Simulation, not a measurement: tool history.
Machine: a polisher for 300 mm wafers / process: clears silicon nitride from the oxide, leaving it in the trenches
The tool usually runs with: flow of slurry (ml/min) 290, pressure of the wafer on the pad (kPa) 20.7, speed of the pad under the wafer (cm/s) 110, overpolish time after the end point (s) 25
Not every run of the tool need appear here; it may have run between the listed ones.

run,hour,flow of slurry (ml/min),pressure of the wafer on the pad (kPa),speed of the pad under the wafer (cm/s),overpolish time after the end point (s),"incoming thickness of the incoming film, nm",time until the end point was called (s)
1,0.0,290,20.7,110,21,79.2,88.6
2,38.0,290,20.7,110,21,79.9,89.6
3,98.8,290,20.7,110,25,79.5,85.6
4,141.3,290,20.7,110,32,80.8,86.7
5,188.8,290,20.7,110,32,81.1,87.4
6,276.4,290,20.7,110,32,80.2,89.3
7,369.0,290,20.7,110,25,79.6,81.9
8,456.8,290,20.7,110,18,80.4,82.7
9,535.8,290,26.2,122,25,79.8,63.9
10,579.3,290,20.7,110,25,79.8,86.7
11,671.6,240,20.7,110,30,79.6,91.9
12,750.7,240,20.7,110,30,79.2,93.8
13,814.1,290,20.7,110,25,79.5,91.5
14,859.3,290,20.7,110,25,80.3,93.5
15,899.2,290,20.7,110,25,80.5,94.5
16,984.8,290,17.9,96,12,80.9,101.5
17,1092.5,290,18.6,110,25,80.4,93.2
18,1179.1,215,20.7,88,25,80.5,100.9
19,1273.6,290,20.7,110,25,80.5,87.5
20,1353.4,290,20.7,110,25,81.7,91.1
21,1430.5,290,20.7,110,25,80.2,90.9
22,1479.4,195,23.4,92,20,78.8,97.1
23,1573.9,290,20.7,110,25,81.5,96.1
24,1639.9,290,16.5,110,37,79.0,116.8
25,1722.2,205,20.7,110,19,79.2,91.4
26,1779.8,385,25.5,110,25,80.6,66.1
27,1829.9,290,20.7,110,21,79.9,80.9
28,1866.3,290,20.7,110,25,80.6,83.5
29,1971.1,240,24.1,78,25,79.3,90.7
30,2075.4,290,20.7,130,25,80.0,77.3
31,2166.1,390,14.5,76,36,81.6,153.9
32,2210.2,255,26.2,124,15,79.1,66.6
33,2270.9,350,17.9,140,35,79.8,79.9
34,2330.6,290,20.7,142,10,79.9,71.6
35,2393.2,235,20.7,124,15,79.6,82.6
36,2434.1,290,20.7,110,25,79.3,85.3

Missing from the log above: 12 entries noted between runs. For each, name the pair of listed runs it sits between and say how the tool's hidden condition differs from the listed run just before to the listed run just after:
Runs 2 to 3: slurry nozzle cleaned (hour 54.5); head pressure recalibrated (hour 63.6)
  removal rate lost through wear of the pad, %: 5.58 -> 6.57; slurry flow missing at the pad, %: 44.9 -> 8.86
  measured result minus the result with no hidden state, time until the end point was called (s): +12.1 -> +6.4
Runs 6 to 7: worn pad replaced by a new one (hour 347.2)
  removal rate lost through wear of the pad, %: 9.45 -> 0.62; slurry flow missing at the pad, %: 25.5 -> 30.9
  measured result minus the result with no hidden state, time until the end point was called (s): +11.3 -> +4.3
Runs 10 to 11: head pressure recalibrated (hour 581.9)
  removal rate lost through wear of the pad, %: 4.04 -> 5.54; slurry flow missing at the pad, %: 38.2 -> 40
  measured result minus the result with no hidden state, time until the end point was called (s): +8.8 -> +12.3
Runs 15 to 16: slurry nozzle cleaned (hour 903.8); worn pad replaced by a new one (hour 975.8)
  removal rate lost through wear of the pad, %: 9.24 -> 1.21; slurry flow missing at the pad, %: 42.7 -> 12.6
  measured result minus the result with no hidden state, time until the end point was called (s): +15.3 -> +2.7
Runs 18 to 19: head pressure recalibrated (hour 1200.3)
  removal rate lost through wear of the pad, %: 4.37 -> 5.9; slurry flow missing at the pad, %: 28.2 -> 32.7
  measured result minus the result with no hidden state, time until the end point was called (s): +9.7 -> +9.3
Runs 24 to 25: worn pad replaced by a new one (hour 1644.9)
  removal rate lost through wear of the pad, %: 11.9 -> 1.31; slurry flow missing at the pad, %: 41.1 -> 41.9
  measured result minus the result with no hidden state, time until the end point was called (s): +21.3 -> +10.7
Runs 26 to 27: slurry nozzle cleaned (hour 1812.2); head pressure recalibrated (hour 1820.7)
  removal rate lost through wear of the pad, %: 2.24 -> 3.06; slurry flow missing at the pad, %: 42.3 -> 4.79
  measured result minus the result with no hidden state, time until the end point was called (s): +5.2 -> +2.8
Runs 32 to 33: worn pad replaced by a new one (hour 2255.4)
  removal rate lost through wear of the pad, %: 9.24 -> 0.562; slurry flow missing at the pad, %: 33.9 -> 35.9
  measured result minus the result with no hidden state, time until the end point was called (s): +9.7 -> +4.2
Runs 34 to 35: head pressure recalibrated (hour 2363.1)
  removal rate lost through wear of the pad, %: 1.53 -> 2.55; slurry flow missing at the pad, %: 37.5 -> 38.8
  measured result minus the result with no hidden state, time until the end point was called (s): +5.4 -> +8.6
